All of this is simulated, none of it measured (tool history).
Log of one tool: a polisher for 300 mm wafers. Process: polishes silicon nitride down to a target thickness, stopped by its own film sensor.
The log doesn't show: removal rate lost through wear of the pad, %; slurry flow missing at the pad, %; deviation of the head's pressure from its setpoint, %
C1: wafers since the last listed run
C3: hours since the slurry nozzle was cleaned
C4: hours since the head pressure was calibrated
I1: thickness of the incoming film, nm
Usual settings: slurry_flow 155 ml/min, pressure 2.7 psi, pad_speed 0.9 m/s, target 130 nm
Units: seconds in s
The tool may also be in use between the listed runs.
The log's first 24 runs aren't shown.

{"run": 25, "hour": 1070.4, "slurry_flow": 125, "pressure": 2.7, "pad_speed": 1, "target": 130, "C1": 244, "wafers polished on this pad": 731, "C3": 580.1, "C4": 154.4, "I1": 289, "seconds": 150.3}
{"run": 26, "hour": 1119.4, "slurry_flow": 130, "pressure": 2.7, "pad_speed": 0.66, "target": 130, "C1": 376, "wafers polished on this pad": 1108, "C3": 629.1, "C4": 203.4, "I1": 286.4, "seconds": 199.7}
{"hour": 1234.4, "done": "worn pad replaced by a new one"}
{"run": 27, "hour": 1240.9, "slurry_flow": 135, "pressure": 1.9, "pad_speed": 0.78, "target": 130, "C1": 902, "wafers polished on this pad": 49, "C3": 750.6, "C4": 324.9, "I1": 286.6, "seconds": 245.3}
{"run": 28, "hour": 1274.3, "slurry_flow": 155, "pressure": 2.7, "pad_speed": 0.9, "target": 130, "C1": 256, "wafers polished on this pad": 306, "C3": 784, "C4": 358.3, "I1": 292.9, "seconds": 163.8}
{"hour": 1330.2, "done": "slurry nozzle cleaned"}
{"run": 29, "hour": 1342.9, "slurry_flow": 155, "pressure": 3.5, "pad_speed": 0.9, "target": 79, "C1": 519, "wafers polished on this pad": 825, "C3": 12.7, "C4": 426.9, "I1": 286.5, "seconds": 162}
{"run": 30, "hour": 1373.7, "slurry_flow": 185, "pressure": 3.2, "pad_speed": 0.76, "target": 130, "C1": 236, "wafers polished on this pad": 1061, "C3": 43.5, "C4": 457.7, "I1": 291.3, "seconds": 151.6}
{"run": 31, "hour": 1407.8, "slurry_flow": 155, "pressure": 2.7, "pad_speed": 0.9, "target": 130, "C1": 261, "wafers polished on this pad": 1323, "C3": 77.6, "C4": 491.8, "I1": 294.2, "seconds": 164.4}
{"run": 32, "hour": 1478.1, "slurry_flow": 125, "pressure": 2.7, "pad_speed": 0.9, "target": 130, "C1": 539, "wafers polished on this pad": 1863, "C3": 147.9, "C4": 562.1, "I1": 287.5, "seconds": 165.7}

4 ways to go on from here, each from the tool as it stands after run 32. What would each give?
{"run": "A", "hour": 1478.6, "slurry_flow": 155, "pressure": 2.7, "pad_speed": 0.9, "target": 130, "C1": 3, "wafers polished on this pad": 1867, "C3": 148.4, "C4": 562.6, "I1": 293.6, "seconds": "?"}
{"run": "B", "hour": 1478.6, "slurry_flow": 140, "pressure": 3.3, "pad_speed": 0.82, "target": 83, "C1": 3, "wafers polished on this pad": 1867, "C3": 148.4, "C4": 562.6, "I1": 293.6, "seconds": "?"}
{"run": "C", "hour": 1478.6, "slurry_flow": 170, "pressure": 3.2, "pad_speed": 0.68, "target": 87, "C1": 3, "wafers polished on this pad": 1867, "C3": 148.4, "C4": 562.6, "I1": 293.6, "seconds": "?"}
{"run": "D", "hour": 1478.6, "slurry_flow": 155, "pressure": 2.7, "pad_speed": 1.04, "target": 160, "C1": 3, "wafers polished on this pad": 1867, "C3": 148.4, "C4": 562.6, "I1": 293.6, "seconds": "?"}

run=A seconds=164.9
run=B seconds=190.5
run=C seconds=211.9
run=D seconds=121.3
Without the tool's hidden state the same runs would have given:
run=A seconds=152.3
run=B seconds=176
run=C seconds=195.7
run=D seconds=112.1
